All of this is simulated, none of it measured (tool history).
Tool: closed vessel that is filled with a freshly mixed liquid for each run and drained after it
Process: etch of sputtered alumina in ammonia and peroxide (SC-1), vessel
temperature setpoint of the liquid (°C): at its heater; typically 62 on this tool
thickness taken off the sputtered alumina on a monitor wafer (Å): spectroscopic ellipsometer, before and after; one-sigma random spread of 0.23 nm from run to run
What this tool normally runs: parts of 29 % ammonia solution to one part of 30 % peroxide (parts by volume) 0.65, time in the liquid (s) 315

run	hour	temperature setpoint of the liquid (°C)	parts of 29 % ammonia solution to one part of 30 % peroxide (parts by volume)	time in the liquid (s)	read-back film thickness of the sputtered alumina reference wafer, read on the same gauge (nm)	thickness taken off the sputtered alumina on a monitor wafer (Å)
1	0	62	0.65	390	30	488.8
2	8.2	62	0.65	390	30.01	486.4
3	25.8	62	0.65	315	30.01	398.9
4	41	62	0.65	315	30.01	401.9
5	50.3	62	0.65	315	30	395.3
6	68.2	62	0.65	315	30	398.6
7	83.8	62	0.65	315	30.01	402.8
# hour 88.8: new drum of ammonia solution connected
8	90.5	62	0.65	315	30	400.8
9	104.4	62	0.45	315	29.98	382.8
10	119.6	62	0.45	315	30.01	386.6
# hour 122.9: ammonia flow meter replaced
11	136	62	0.9	315	30.01	419.6
12	151.5	62	0.9	315	30	414.9
13	164.7	62	0.65	315	30.01	403.5
14	178.4	54	0.85	175	30	151.5

For run 15, what comes out?
# hour 189.5: thermometer replaced
# hour 192: gauge calibrated
15	192.6	54	0.65	315	?	?

Run 15 measured read-back film thickness of the sputtered alumina reference wafer, read on the same gauge (nm) 30, thickness taken off the sputtered alumina on a monitor wafer (Å) 286.6.
Had the tool carried no hidden state, the very same run would have given thickness taken off the sputtered alumina on a monitor wafer (Å) 242.6.
